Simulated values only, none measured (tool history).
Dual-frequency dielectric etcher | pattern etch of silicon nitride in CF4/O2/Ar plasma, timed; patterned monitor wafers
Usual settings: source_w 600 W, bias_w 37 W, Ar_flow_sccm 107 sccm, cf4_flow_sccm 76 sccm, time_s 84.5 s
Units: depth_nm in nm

run	day	source_w	bias_w	Ar_flow_sccm	cf4_flow_sccm	time_s	wafers since the last listed run	hours since the last wet clean	hours since the last source power generator calibration	hours since the last bias power generator calibration	hours since the last Ar flow controller change	hours since the last CF4 flow controller change	hours since the last upper electrode change	hours since the gauge calibration	read-back reference wafer on the same gauge, depth_nm	depth_nm
1	0.000	600	37	107	76	84.5	0	350.9	2948.9	3257.4	4725.6	1335.9	2807.7	352.3	170.0	152.4
# day 1.833: wet clean of the chamber
2	4.458	600	37	118	76	84.5	1081	63.0	3055.9	3364.4	4832.6	1442.9	2914.7	459.3	169.0	146.5
3	6.975	600	37	118	76	84.5	786	123.4	3116.3	3424.8	4893.0	1503.3	2975.1	519.7	168.9	146.8
4	10.575	600	37	118	76	84.5	1125	209.8	3202.7	3511.2	4979.4	1589.7	3061.5	606.1	168.2	148.7
5	13.533	600	37	107	76	84.5	925	280.8	3273.7	3582.2	5050.4	1660.7	3132.5	677.1	167.8	147.9
6	16.875	600	37	107	76	84.5	1044	361.0	3353.9	3662.4	5130.6	1740.9	3212.7	757.3	167.3	149.5
# day 17.383: Ar flow controller replaced
# day 18.333: wet clean of the chamber
7	19.333	600	37	107	76	84.5	393	24.0	3412.9	3721.4	46.8	1799.9	3271.7	816.3	166.7	150.2
# day 24.025: gauge calibrated
8	25.204	600	37	107	76	84.5	1835	164.9	3553.8	3862.3	187.7	1940.8	3412.6	28.3	172.9	154.9
9	29.050	600	37	107	76	84.5	1202	257.2	3646.1	3954.6	280.0	2033.1	3504.9	120.6	172.5	154.3
# day 31.058: CF4 flow controller replaced
10	33.425	600	37	107	76	84.5	1289	362.2	3751.1	4059.6	385.0	56.8	3609.9	225.6	171.8	155.2
# day 34.875: bias power generator calibrated
# day 34.988: wet clean of the chamber
# day 35.146: source power generator calibrated
11	35.167	600	37	107	76	84.5	408	4.3	0.5	7.0	426.8	98.6	3651.7	267.4	171.4	153.6
12	37.138	530	37	107	76	108.0	616	51.6	47.8	54.3	474.1	145.9	3699.0	314.7	171.1	170.6
13	40.775	670	37	86	87	59.0	1137	138.9	135.1	141.6	561.4	233.2	3786.3	402.0	170.4	128.2
# day 41.950: upper electrode replaced
14	43.508	560	37	107	76	84.5	541	204.5	200.7	207.2	627.0	298.8	37.4	467.6	170.0	140.8
# day 48.471: wet clean of the chamber
15	48.492	600	37	118	76	84.5	1245	0.5	320.3	326.8	746.6	418.4	157.0	587.2	169.1	148.5
16	50.700	600	37	115	76	69.0	690	53.5	373.3	379.8	799.6	471.4	210.0	640.2	168.7	120.9
17	52.221	600	37	89	76	77.5	475	90.0	409.8	416.3	836.1	507.9	246.5	676.7	168.5	145.9
18	54.654	500	33	107	60	84.5	760	148.4	468.2	474.7	894.5	566.3	304.9	735.1	168.1	112.1
19	57.012	600	37	107	76	84.5	737	205.0	524.8	531.3	951.1	622.9	361.5	791.7	167.7	150.0
20	61.008	600	37	107	76	84.5	1249	300.9	620.7	627.2	1047.0	718.8	457.4	887.6	167.1	148.3
# day 63.104: wet clean of the chamber
21	64.067	560	37	107	88	98.0	643	23.1	694.1	700.6	1120.4	792.2	530.8	961.0	166.6	164.7
# day 65.954: gauge calibrated
22	66.708	600	37	107	89	84.5	826	86.5	757.5	764.0	1183.8	855.6	594.2	18.1	172.8	161.0

Forecast each of these 3 alternatives for the next run:
A	66.725	600	37	107	76	84.5	5	86.9	757.9	764.4	1184.2	856.0	594.6	18.5	?	?
B	66.725	600	37	92	76	84.5	5	86.9	757.9	764.4	1184.2	856.0	594.6	18.5	?	?
C	66.725	600	42	107	57	103.5	5	86.9	757.9	764.4	1184.2	856.0	594.6	18.5	?	?

run	read-back reference wafer on the same gauge, depth_nm	depth_nm
A	173.0	156.8
B	173.0	163.0
C	173.0	189.7
Without the tool's hidden state the same runs would have given:
run	depth_nm
A	156.8
B	163.0
C	189.8
